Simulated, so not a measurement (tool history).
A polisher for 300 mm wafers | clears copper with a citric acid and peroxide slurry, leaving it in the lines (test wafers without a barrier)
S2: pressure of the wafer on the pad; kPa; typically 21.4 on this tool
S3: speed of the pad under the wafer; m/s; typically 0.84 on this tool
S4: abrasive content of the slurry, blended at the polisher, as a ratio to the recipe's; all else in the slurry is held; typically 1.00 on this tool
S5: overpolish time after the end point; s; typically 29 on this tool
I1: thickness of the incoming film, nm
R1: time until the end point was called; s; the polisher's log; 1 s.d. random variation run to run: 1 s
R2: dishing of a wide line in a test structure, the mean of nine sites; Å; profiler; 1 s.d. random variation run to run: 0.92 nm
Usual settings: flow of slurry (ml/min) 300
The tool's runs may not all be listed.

{"run": 1, "hour": 0.0, "flow of slurry (ml/min)": 300, "S2": 17.9, "S3": 0.84, "S4": 1.0, "S5": 33, "I1": 226.1, "R1": 127.4, "R2": 375}
{"hour": 29.9, "done": "worn pad replaced by a new one"}
{"run": 2, "hour": 30.4, "flow of slurry (ml/min)": 300, "S2": 17.9, "S3": 0.84, "S4": 1.0, "S5": 33, "I1": 225.3, "R1": 127.8, "R2": 371}
{"run": 3, "hour": 43.1, "flow of slurry (ml/min)": 300, "S2": 15.9, "S3": 0.84, "S4": 1.0, "S5": 29, "I1": 220.2, "R1": 132.9, "R2": 298}
{"run": 4, "hour": 60.8, "flow of slurry (ml/min)": 300, "S2": 15.9, "S3": 0.84, "S4": 1.0, "S5": 29, "I1": 225.1, "R1": 137.7, "R2": 314}
{"run": 5, "hour": 88.6, "flow of slurry (ml/min)": 300, "S2": 21.4, "S3": 0.74, "S4": 1.0, "S5": 29, "I1": 221.5, "R1": 123.8, "R2": 332}
{"run": 6, "hour": 105.9, "flow of slurry (ml/min)": 300, "S2": 21.4, "S3": 0.74, "S4": 1.0, "S5": 29, "I1": 223.2, "R1": 127.9, "R2": 342}
{"hour": 113.3, "done": "slurry blender recalibrated"}
{"run": 7, "hour": 123.1, "flow of slurry (ml/min)": 300, "S2": 26.2, "S3": 0.7, "S4": 1.0, "S5": 29, "I1": 225.8, "R1": 118.4, "R2": 337}
{"hour": 128.1, "done": "worn pad replaced by a new one"}
{"run": 8, "hour": 140.5, "flow of slurry (ml/min)": 300, "S2": 21.4, "S3": 0.84, "S4": 1.0, "S5": 29, "I1": 221.6, "R1": 116.5, "R2": 338}
{"hour": 149.1, "done": "head pressure recalibrated"}
{"hour": 172.2, "done": "slurry nozzle cleaned"}
{"run": 9, "hour": 172.8, "flow of slurry (ml/min)": 300, "S2": 21.4, "S3": 0.84, "S4": 1.0, "S5": 29, "I1": 225.2, "R1": 105.3, "R2": 384}
{"run": 10, "hour": 202.5, "flow of slurry (ml/min)": 355, "S2": 24.8, "S3": 0.84, "S4": 1.1, "S5": 22, "I1": 227.4, "R1": 92.8, "R2": 342}
{"hour": 227.5, "done": "worn pad replaced by a new one"}
{"run": 11, "hour": 233.0, "flow of slurry (ml/min)": 300, "S2": 23.4, "S3": 0.84, "S4": 1.15, "S5": 29, "I1": 226.0, "R1": 97.1, "R2": 408}
{"run": 12, "hour": 255.1, "flow of slurry (ml/min)": 355, "S2": 19.3, "S3": 0.74, "S4": 1.2, "S5": 29, "I1": 226.7, "R1": 117.9, "R2": 346}
{"hour": 267.7, "done": "slurry blender recalibrated"}
{"run": 13, "hour": 279.7, "flow of slurry (ml/min)": 300, "S2": 16.5, "S3": 0.84, "S4": 0.75, "S5": 29, "I1": 228.4, "R1": 132.2, "R2": 316}
{"run": 14, "hour": 303.8, "flow of slurry (ml/min)": 300, "S2": 21.4, "S3": 0.84, "S4": 1.0, "S5": 29, "I1": 227.7, "R1": 107.4, "R2": 391}
{"run": 15, "hour": 323.2, "flow of slurry (ml/min)": 365, "S2": 21.4, "S3": 0.84, "S4": 1.0, "S5": 29, "I1": 223.4, "R1": 106.4, "R2": 387}
{"hour": 332.1, "done": "worn pad replaced by a new one"}
{"run": 16, "hour": 340.7, "flow of slurry (ml/min)": 300, "S2": 21.4, "S3": 0.74, "S4": 1.0, "S5": 29, "I1": 225.5, "R1": 116.1, "R2": 350}

Alternative continuations, all from the tool just after run 16; predict every row:
{"run": "A", "hour": 341.2, "flow of slurry (ml/min)": 335, "S2": 21.4, "S3": 0.84, "S4": 1.0, "S5": 29, "I1": 225.8, "R1": "?", "R2": "?"}
{"run": "B", "hour": 341.2, "flow of slurry (ml/min)": 335, "S2": 27.6, "S3": 0.72, "S4": 0.8, "S5": 29, "I1": 225.8, "R1": "?", "R2": "?"}
{"run": "C", "hour": 341.2, "flow of slurry (ml/min)": 300, "S2": 18.6, "S3": 1.06, "S4": 1.0, "S5": 29, "I1": 225.8, "R1": "?", "R2": "?"}

run=A R1=104.6 R2=384
run=B R1=103.6 R2=390
run=C R1=96.7 R2=406
The same runs, with their run-to-run variation unchanged, on a tool lacking any hidden condition would have given:
run=A R1=103.6 R2=386
run=B R1=102.6 R2=393
run=C R1=95.7 R2=409
